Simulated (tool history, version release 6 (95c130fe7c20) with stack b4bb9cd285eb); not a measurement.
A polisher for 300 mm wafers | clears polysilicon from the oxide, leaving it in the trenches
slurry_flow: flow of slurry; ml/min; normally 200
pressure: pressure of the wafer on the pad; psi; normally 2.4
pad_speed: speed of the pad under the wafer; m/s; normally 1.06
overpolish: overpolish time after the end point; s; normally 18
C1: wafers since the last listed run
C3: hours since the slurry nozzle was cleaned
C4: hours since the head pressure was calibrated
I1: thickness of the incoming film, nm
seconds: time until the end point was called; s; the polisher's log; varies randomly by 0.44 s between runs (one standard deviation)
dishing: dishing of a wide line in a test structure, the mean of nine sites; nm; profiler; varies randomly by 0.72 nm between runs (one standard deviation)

{"run": 1, "hour": 0.0, "slurry_flow": 200, "pressure": 2.4, "pad_speed": 1.06, "overpolish": 18, "C1": 0, "wafers polished on this pad": 309, "C3": 223.1, "C4": 486.9, "I1": 469.6, "seconds": 40.4, "dishing": 50.8}
{"hour": 5.2, "done": "slurry nozzle cleaned"}
{"run": 2, "hour": 21.4, "slurry_flow": 200, "pressure": 2.4, "pad_speed": 1.06, "overpolish": 18, "C1": 146, "wafers polished on this pad": 455, "C3": 16.2, "C4": 508.3, "I1": 460.9, "seconds": 40.3, "dishing": 50.8}
{"run": 3, "hour": 49.5, "slurry_flow": 200, "pressure": 2.4, "pad_speed": 1.06, "overpolish": 18, "C1": 201, "wafers polished on this pad": 656, "C3": 44.3, "C4": 536.4, "I1": 467.8, "seconds": 41.2, "dishing": 49}
{"run": 4, "hour": 66.0, "slurry_flow": 200, "pressure": 2.4, "pad_speed": 1.06, "overpolish": 18, "C1": 118, "wafers polished on this pad": 775, "C3": 60.8, "C4": 552.9, "I1": 459.9, "seconds": 40.4, "dishing": 49}
{"run": 5, "hour": 98.9, "slurry_flow": 200, "pressure": 2.4, "pad_speed": 1.06, "overpolish": 18, "C1": 235, "wafers polished on this pad": 1011, "C3": 93.7, "C4": 585.8, "I1": 468.6, "seconds": 42.1, "dishing": 50.9}
{"run": 6, "hour": 115.8, "slurry_flow": 200, "pressure": 2.4, "pad_speed": 1.06, "overpolish": 18, "C1": 121, "wafers polished on this pad": 1132, "C3": 110.6, "C4": 602.7, "I1": 473.6, "seconds": 41.2, "dishing": 49.6}
{"run": 7, "hour": 128.2, "slurry_flow": 215, "pressure": 2.4, "pad_speed": 1.06, "overpolish": 18, "C1": 88, "wafers polished on this pad": 1221, "C3": 123, "C4": 615.1, "I1": 471.4, "seconds": 42.6, "dishing": 50.3}
{"run": 8, "hour": 142.5, "slurry_flow": 215, "pressure": 2.4, "pad_speed": 1.06, "overpolish": 18, "C1": 102, "wafers polished on this pad": 1323, "C3": 137.3, "C4": 629.4, "I1": 468.2, "seconds": 41.2, "dishing": 49.4}
{"hour": 162.7, "done": "worn pad replaced by a new one"}
{"run": 9, "hour": 163.2, "slurry_flow": 200, "pressure": 2.4, "pad_speed": 1.06, "overpolish": 18, "C1": 119, "wafers polished on this pad": 3, "C3": 158, "C4": 650.1, "I1": 477.8, "seconds": 46.2, "dishing": 50.1}
{"hour": 188.2, "done": "slurry nozzle cleaned"}
{"run": 10, "hour": 195.6, "slurry_flow": 200, "pressure": 2.4, "pad_speed": 1.06, "overpolish": 18, "C1": 225, "wafers polished on this pad": 228, "C3": 7.4, "C4": 682.5, "I1": 469.8, "seconds": 44.9, "dishing": 50.3}
{"run": 11, "hour": 217.4, "slurry_flow": 200, "pressure": 2.4, "pad_speed": 1.06, "overpolish": 18, "C1": 156, "wafers polished on this pad": 384, "C3": 29.2, "C4": 704.3, "I1": 470.3, "seconds": 46.2, "dishing": 49.9}
{"run": 12, "hour": 246.6, "slurry_flow": 200, "pressure": 2.4, "pad_speed": 1.06, "overpolish": 18, "C1": 209, "wafers polished on this pad": 594, "C3": 58.4, "C4": 733.5, "I1": 464, "seconds": 45.9, "dishing": 50.9}
{"run": 13, "hour": 260.5, "slurry_flow": 200, "pressure": 1.6, "pad_speed": 0.74, "overpolish": 18, "C1": 99, "wafers polished on this pad": 693, "C3": 72.3, "C4": 747.4, "I1": 472.2, "seconds": 100.6, "dishing": 41.1}
{"hour": 275.9, "done": "worn pad replaced by a new one, repeated, since the last time left the tool worse"}
{"run": 14, "hour": 293.6, "slurry_flow": 200, "pressure": 2.4, "pad_speed": 1.06, "overpolish": 18, "C1": 208, "wafers polished on this pad": 126, "C3": 105.4, "C4": 780.5, "I1": 469.1, "seconds": 39.9, "dishing": 49.5}
{"hour": 307.9, "done": "head pressure recalibrated"}
{"run": 15, "hour": 316.0, "slurry_flow": 200, "pressure": 1.8, "pad_speed": 0.9, "overpolish": 18, "C1": 146, "wafers polished on this pad": 272, "C3": 127.8, "C4": 8.1, "I1": 472.7, "seconds": 63.9, "dishing": 46.4}
{"run": 16, "hour": 347.9, "slurry_flow": 200, "pressure": 2.4, "pad_speed": 1.06, "overpolish": 18, "C1": 228, "wafers polished on this pad": 501, "C3": 159.7, "C4": 40, "I1": 467, "seconds": 40.8, "dishing": 49.7}
{"run": 17, "hour": 381.2, "slurry_flow": 200, "pressure": 2.6, "pad_speed": 1.06, "overpolish": 18, "C1": 238, "wafers polished on this pad": 740, "C3": 193, "C4": 73.3, "I1": 470.2, "seconds": 38.7, "dishing": 49.9}
{"run": 18, "hour": 411.7, "slurry_flow": 200, "pressure": 1.8, "pad_speed": 1.06, "overpolish": 18, "C1": 218, "wafers polished on this pad": 958, "C3": 223.5, "C4": 103.8, "I1": 467.6, "seconds": 55, "dishing": 49.4}
{"hour": 432.5, "done": "slurry nozzle cleaned"}
{"run": 19, "hour": 441.8, "slurry_flow": 200, "pressure": 2.8, "pad_speed": 1.06, "overpolish": 18, "C1": 208, "wafers polished on this pad": 1167, "C3": 9.3, "C4": 133.9, "I1": 471.7, "seconds": 35.8, "dishing": 48.8}
{"run": 20, "hour": 458.7, "slurry_flow": 200, "pressure": 2.4, "pad_speed": 1.06, "overpolish": 18, "C1": 121, "wafers polished on this pad": 1288, "C3": 26.2, "C4": 150.8, "I1": 463.2, "seconds": 41.6, "dishing": 51.5}
{"hour": 484.1, "done": "worn pad replaced by a new one"}
{"run": 21, "hour": 484.6, "slurry_flow": 200, "pressure": 2.4, "pad_speed": 1.06, "overpolish": 18, "C1": 156, "wafers polished on this pad": 3, "C3": 52.1, "C4": 176.7, "I1": 468.9, "seconds": 40.5, "dishing": 51}
{"run": 22, "hour": 500.1, "slurry_flow": 200, "pressure": 2.1, "pad_speed": 1.06, "overpolish": 18, "C1": 111, "wafers polished on this pad": 114, "C3": 67.6, "C4": 192.2, "I1": 477.6, "seconds": 46.1, "dishing": 49}
{"run": 23, "hour": 522.0, "slurry_flow": 245, "pressure": 2.7, "pad_speed": 0.86, "overpolish": 8, "C1": 156, "wafers polished on this pad": 271, "C3": 89.5, "C4": 214.1, "I1": 474.4, "seconds": 43.5, "dishing": 41.9}
{"run": 24, "hour": 554.0, "slurry_flow": 200, "pressure": 2.8, "pad_speed": 1.06, "overpolish": 8, "C1": 229, "wafers polished on this pad": 500, "C3": 121.5, "C4": 246.1, "I1": 471.3, "seconds": 35.2, "dishing": 45}
{"run": 25, "hour": 571.9, "slurry_flow": 250, "pressure": 2.4, "pad_speed": 1.06, "overpolish": 18, "C1": 128, "wafers polished on this pad": 629, "C3": 139.4, "C4": 264, "I1": 472.8, "seconds": 39.8, "dishing": 50.5}

Across each entry between runs, compare the hidden state at the last listed run before it with the hidden state at the first listed run after it:
Run 1 -> run 2: slurry nozzle cleaned (hour 5.2)
  removal rate lost through wear of the pad, %: 2.82 -> 3.65
  measured less the result without the state, seconds: +1.1 -> +1.4 s; dishing: -0.1 -> -0.1 nm
Run 8 -> run 9: worn pad replaced by a new one (hour 162.7)
  removal rate lost through wear of the pad, %: 5.55 -> 11
  measured less the result without the state, seconds: +2.3 -> +5.1 s; dishing: -0.2 -> -0.5 nm
Run 9 -> run 10: slurry nozzle cleaned (hour 188.2)
  removal rate lost through wear of the pad, %: 11 -> 13.1
  measured less the result without the state, seconds: +5.1 -> +5.9 s; dishing: -0.5 -> -0.6 nm
Run 13 -> run 14: worn pad replaced by a new one, repeated, since the last time left the tool worse (hour 275.9)
  removal rate lost through wear of the pad, %: 15.3 -> 1.35
  measured less the result without the state, seconds: +15.4 -> +0.5 s; dishing: -2.5 -> -0.1 nm
Run 14 -> run 15: head pressure recalibrated (hour 307.9)
  removal rate lost through wear of the pad, %: 1.35 -> 2.6
  measured less the result without the state, seconds: +0.5 -> +1.7 s; dishing: -0.1 -> -0.3 nm
Run 18 -> run 19: slurry nozzle cleaned (hour 432.5)
  removal rate lost through wear of the pad, %: 5.05 -> 5.34
  measured less the result without the state, seconds: +2.8 -> +1.9 s; dishing: -0.4 -> -0.1 nm
Run 20 -> run 21: worn pad replaced by a new one (hour 484.1)
  removal rate lost through wear of the pad, %: 5.46 -> 0.346
  measured less the result without the state, seconds: +2.3 -> +0.1 s; dishing: -0.2 -> +0 nm

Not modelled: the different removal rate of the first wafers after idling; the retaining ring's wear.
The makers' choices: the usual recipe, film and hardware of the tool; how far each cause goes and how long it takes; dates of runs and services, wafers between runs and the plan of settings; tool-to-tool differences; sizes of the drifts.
